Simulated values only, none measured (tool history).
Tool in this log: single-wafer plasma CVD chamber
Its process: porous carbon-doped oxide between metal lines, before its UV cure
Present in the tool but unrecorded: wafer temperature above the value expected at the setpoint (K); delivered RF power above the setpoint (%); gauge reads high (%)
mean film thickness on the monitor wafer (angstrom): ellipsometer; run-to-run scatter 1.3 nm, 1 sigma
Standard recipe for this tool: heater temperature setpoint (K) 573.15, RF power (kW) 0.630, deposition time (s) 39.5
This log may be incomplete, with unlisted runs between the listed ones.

run   hour  heater temperature setpoint (K)  RF power (kW)  deposition time (s)  wafers since the last listed run  hours since the last thermocouple change  hours since the last RF generator calibration  hours since the showerhead was replaced  hours since the gauge calibration  read-back reference wafer on the same gauge, thickness_nm  mean film thickness on the monitor wafer (angstrom)
  1    0.0                           573.15          0.630                 39.5                                 0                                    1119.8                                          367.1                                   4248.8                              705.6                                                    253.784                                              2477.24
  2   16.8                           573.15          0.630                 39.5                               568                                    1136.6                                          383.9                                   4265.6                              722.4                                                    253.156                                              2491.62
  3  102.2                           573.15          0.630                 39.5                              2892                                    1222.0                                          469.3                                   4351.0                              807.8                                                    254.300                                              2499.16
  4  185.2                           573.15          0.630                 39.5                              2810                                    1305.0                                          552.3                                   4434.0                              890.8                                                    254.930                                              2498.68
  5  213.5                           573.15          0.630                 39.5                               958                                    1333.3                                          580.6                                   4462.3                              919.1                                                    254.420                                              2480.81
  6  229.8                           573.15          0.630                 39.5                               552                                    1349.6                                          596.9                                   4478.6                              935.4                                                    255.187                                              2516.35
     244.4  -- gauge calibrated
     247.4  -- thermocouple changed; heater temperature recalibrated
  7  264.5                           573.15          0.630                 39.5                               904                                      17.1                                          631.6                                   4513.3                               20.1                                                    250.124                                              2444.30
     357.9  -- showerhead replaced
  8  368.0                           573.15          0.630                 39.5                              3234                                     120.6                                          735.1                                     10.1                              123.6                                                    250.533                                              2454.90
  9  384.5                           573.15          0.630                 39.5                               558                                     137.1                                          751.6                                     26.6                              140.1                                                    251.244                                              2461.54
 10  402.3                           573.15          0.630                 39.5                               602                                     154.9                                          769.4                                     44.4                              157.9                                                    251.550                                              2424.07
 11  422.6                           573.15          0.630                 39.5                               687                                     175.2                                          789.7                                     64.7                              178.2                                                    251.623                                              2453.40
 12  449.9                           582.15          0.715                 44.7                               924                                     202.5                                          817.0                                     92.0                              205.5                                                    251.616                                              2955.26
 13  470.3                           573.15          0.630                 39.5                               690                                     222.9                                          837.4                                    112.4                              225.9                                                    251.654                                              2441.76
 14  492.5                           580.15          0.725                 36.1                               751                                     245.1                                          859.6                                    134.6                              248.1                                                    251.954                                              2422.27

What does the tool deliver on the next run?
     523.4  -- RF generator calibrated
 15  528.2                           573.15          0.630                 39.5                               938                                     280.8                                            4.8                                    170.3                              283.8                                                          ?                                                    ?

read-back reference wafer on the same gauge, thickness_nm: 252.226
mean film thickness on the monitor wafer (angstrom): 2462.36
On a tool with no hidden condition, and with the same random variation, this run would have come out at mean film thickness on the monitor wafer (angstrom) 2432.80.
